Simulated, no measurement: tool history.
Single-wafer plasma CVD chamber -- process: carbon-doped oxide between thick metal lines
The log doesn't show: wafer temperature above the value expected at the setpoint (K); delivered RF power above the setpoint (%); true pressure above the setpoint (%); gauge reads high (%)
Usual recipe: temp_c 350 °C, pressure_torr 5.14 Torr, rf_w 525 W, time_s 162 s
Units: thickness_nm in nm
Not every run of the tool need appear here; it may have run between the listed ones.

run	day	temp_c	pressure_torr	rf_w	time_s	wafers since the last listed run	hours since the last thermocouple change	hours since the last RF generator calibration	hours since the last manometer calibration	hours since the showerhead was replaced	hours since the gauge calibration	read-back reference wafer on the same gauge, thickness_nm	thickness_nm
1	0.000	350	4.59	525	162	0	413.9	1982.7	9.7	3452.0	1784.8	828.129	747.768
# day 3.071: gauge calibrated
2	7.621	350	4.59	525	162	2278	596.8	2165.6	192.6	3634.9	109.2	827.215	746.430
3	8.812	350	5.14	525	162	356	625.4	2194.2	221.2	3663.5	137.8	827.527	759.129
4	9.879	350	5.14	525	162	318	651.0	2219.8	246.8	3689.1	163.4	826.378	757.014
5	12.108	350	5.14	525	185	666	704.5	2273.3	300.3	3742.6	216.9	826.189	868.299
6	13.150	350	5.14	525	185	311	729.5	2298.3	325.3	3767.6	241.9	826.712	869.225
7	16.088	350	5.14	525	162	878	800.0	2368.8	395.8	3838.1	312.4	827.533	746.884
8	17.708	350	5.14	525	162	484	838.9	2407.7	434.7	3877.0	351.3	827.204	753.684
9	20.346	350	4.08	625	162	788	902.2	2471.0	498.0	3940.3	414.6	827.727	797.972
10	23.121	346	5.14	525	162	829	968.8	2537.6	564.6	4006.9	481.2	827.050	755.936
11	25.500	362	4.57	600	170	711	1025.9	2594.7	621.7	4064.0	538.3	827.472	809.203
# day 26.479: thermocouple changed; heater temperature recalibrated
# day 28.475: RF generator calibrated
12	31.104	357	4.76	575	162	1475	111.0	63.1	756.2	4198.5	672.8	826.804	822.012
13	32.279	341	5.14	525	190	351	139.2	91.3	784.4	4226.7	701.0	826.969	950.611
14	33.296	338	6.33	555	130	303	163.6	115.7	808.8	4251.1	725.4	827.951	701.733
15	40.271	350	3.86	600	170	2084	331.0	283.1	976.2	4418.5	892.8	826.985	854.010
16	42.725	350	5.14	525	162	733	389.9	342.0	1035.1	4477.4	951.7	827.152	788.649
# day 43.471: capacitance manometer re-zeroed and calibrated
17	45.092	350	5.14	440	162	607	446.7	398.8	38.9	4534.2	1008.5	827.633	699.958
# day 46.396: showerhead replaced
18	46.783	338	5.14	420	133	406	487.3	439.4	79.5	9.3	1049.1	826.830	564.758
19	52.629	344	6.07	425	162	1747	627.6	579.7	219.8	149.6	1189.4	826.680	712.567
20	53.954	339	4.78	525	162	396	659.4	611.5	251.6	181.4	1221.2	827.613	792.595
21	56.371	357	5.14	525	162	722	717.4	669.5	309.6	239.4	1279.2	825.909	780.111
22	58.412	362	5.78	565	145	610	766.4	718.5	358.6	288.4	1328.2	826.197	732.676
23	60.512	337	5.14	525	162	627	816.8	768.9	409.0	338.8	1378.6	827.444	813.631
24	62.262	350	5.14	525	147	523	858.8	810.9	451.0	380.8	1420.6	826.641	716.448
25	63.358	344	6.28	525	162	327	885.1	837.2	477.3	407.1	1446.9	827.932	836.093
26	65.629	357	5.14	490	162	678	939.6	891.7	531.8	461.6	1501.4	828.443	740.640
27	68.079	350	5.94	460	170	732	998.4	950.5	590.6	520.4	1560.2	827.140	775.789
# day 69.250: thermocouple changed; heater temperature recalibrated
28	70.121	350	5.14	525	162	510	20.9	999.5	639.6	569.4	1609.2	826.711	793.698

4 ways to go on from here, each from the tool as it stands after run 28. What would each give?
A	70.138	350	5.14	525	162	4	21.3	999.9	640.0	569.8	1609.6	?	?
B	70.138	350	5.14	440	136	4	21.3	999.9	640.0	569.8	1609.6	?	?
C	70.138	346	4.62	480	162	4	21.3	999.9	640.0	569.8	1609.6	?	?
D	70.138	337	4.40	435	180	4	21.3	999.9	640.0	569.8	1609.6	?	?

run	read-back reference wafer on the same gauge, thickness_nm	thickness_nm
A	827.366	786.398
B	827.366	584.320
C	827.366	731.821
D	827.366	764.466
With no hidden state in the tool, these same runs would have given:
run	thickness_nm
A	798.538
B	595.033
C	743.368
D	778.481
